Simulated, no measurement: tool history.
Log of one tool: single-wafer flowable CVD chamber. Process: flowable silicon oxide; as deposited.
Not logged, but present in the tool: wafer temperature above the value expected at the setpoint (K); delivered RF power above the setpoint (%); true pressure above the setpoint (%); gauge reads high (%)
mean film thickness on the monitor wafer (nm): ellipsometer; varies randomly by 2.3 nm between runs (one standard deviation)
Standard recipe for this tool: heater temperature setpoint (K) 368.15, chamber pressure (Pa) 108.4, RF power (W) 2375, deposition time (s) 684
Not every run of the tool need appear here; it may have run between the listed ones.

run,hour,heater temperature setpoint (K),chamber pressure (Pa),RF power (W),deposition time (s),wafers since the last listed run,hours since the last thermocouple change,hours since the last RF generator calibration,hours since the last manometer calibration,hours since the showerhead was replaced,hours since the gauge calibration,"read-back reference wafer on the same gauge, thickness_nm",mean film thickness on the monitor wafer (nm)
1,0,368.15,108.4,2375,628,0,974.3,887.4,1566.7,135.6,687.2,534.887,521.113
2,32.6,368.15,108.4,2375,684,120,1006.9,920,1599.3,168.2,719.8,535.482,563.264
3,100.9,368.15,108.4,2375,684,251,1075.2,988.3,1667.6,236.5,788.1,534.887,563.445
4,215.1,368.15,108.4,2375,684,420,1189.4,1102.5,1781.8,350.7,902.3,534.314,561.768
5,276.4,368.15,108.4,2375,684,225,1250.7,1163.8,1843.1,412,963.6,535.262,563.573
# hour 297.6: capacitance manometer re-zeroed and calibrated
6,316.9,363.15,108.4,2540,684,119,1291.2,1204.3,19.3,452.5,1004.1,535.29,657.932
7,448.1,356.15,100.4,2100,756,483,1422.4,1335.5,150.5,583.7,1135.3,535.411,780.655
8,488.6,368.15,108.4,2375,684,149,1462.9,1376,191,624.2,1175.8,534.583,562.661
9,638.3,368.15,108.4,2375,684,551,1612.6,1525.7,340.7,773.9,1325.5,535.531,564.717
10,664,382.15,108.4,2375,550,94,1638.3,1551.4,366.4,799.6,1351.2,534.641,302.18
11,697,368.15,108.4,2505,684,121,1671.3,1584.4,399.4,832.6,1384.2,534.667,566.962
# hour 724.2: thermocouple changed; heater temperature recalibrated
12,758,359.15,108.4,2375,772,195,33.8,1645.4,460.4,893.6,1445.2,534.238,820.321
13,806.8,356.15,108.4,2375,684,179,82.6,1694.2,509.2,942.4,1494,535.038,781.341
# hour 837.4: RF generator calibrated
14,866.6,364.15,108.4,2375,588,190,142.4,29.2,569,1002.2,1553.8,534.52,544.12
15,916.2,355.15,121.5,2835,726,182,192,78.8,618.6,1051.8,1603.4,533.826,985.939
16,959.4,356.15,82.4,2680,815,159,235.2,122,661.8,1095,1646.6,534.544,728.937
# hour 984.6: gauge calibrated
17,1014,368.15,108.4,2085,684,201,289.8,176.6,716.4,1149.6,29.4,534.931,544.963
18,1050.3,368.15,108.4,2780,684,133,326.1,212.9,752.7,1185.9,65.7,535.008,578.519
19,1080.7,358.15,100.1,2590,684,111,356.5,243.3,783.1,1216.3,96.1,534.471,701.647
20,1122.8,368.15,108.4,2375,684,154,398.6,285.4,825.2,1258.4,138.2,534.582,564.678
21,1186.8,368.15,108.4,2375,684,235,462.6,349.4,889.2,1322.4,202.2,535.196,562.715
22,1234.6,356.15,84.9,2210,559,175,510.4,397.2,937,1370.2,250,534.895,491.978
23,1367.5,383.15,108.4,2375,601,489,643.3,530.1,1069.9,1503.1,382.9,534.216,320.263
24,1423.5,368.15,85.7,2375,684,206,699.3,586.1,1125.9,1559.1,438.9,534.604,446.121
25,1452.4,368.15,82.5,2375,807,106,728.2,615,1154.8,1588,467.8,534.681,505.06
26,1483.1,382.15,108.4,1960,684,113,758.9,645.7,1185.5,1618.7,498.5,536.231,356.967
27,1548,364.15,115.9,2375,644,238,823.8,710.6,1250.4,1683.6,563.4,535.393,635.284

5 options for the next run, each taken on its own from the tool as it stands now. Forecast them:
A,1548.6,368.15,108.4,2825,684,2,824.4,711.2,1251,1684.2,564,?,?
B,1548.6,380.15,108.4,2535,684,2,824.4,711.2,1251,1684.2,564,?,?
C,1548.6,354.15,108.4,2540,776,2,824.4,711.2,1251,1684.2,564,?,?
D,1548.6,368.15,85.6,2375,548,2,824.4,711.2,1251,1684.2,564,?,?
E,1548.6,368.15,127.1,2555,684,2,824.4,711.2,1251,1684.2,564,?,?

run,"read-back reference wafer on the same gauge, thickness_nm",mean film thickness on the monitor wafer (nm)
A,534.519,578.396
B,534.519,402.017
C,534.519,952.864
D,534.519,356.756
E,534.519,669.486
What these runs would have given with no unlogged condition in the tool:
run,mean film thickness on the monitor wafer (nm)
A,578.396
B,402.017
C,952.864
D,356.756
E,669.486

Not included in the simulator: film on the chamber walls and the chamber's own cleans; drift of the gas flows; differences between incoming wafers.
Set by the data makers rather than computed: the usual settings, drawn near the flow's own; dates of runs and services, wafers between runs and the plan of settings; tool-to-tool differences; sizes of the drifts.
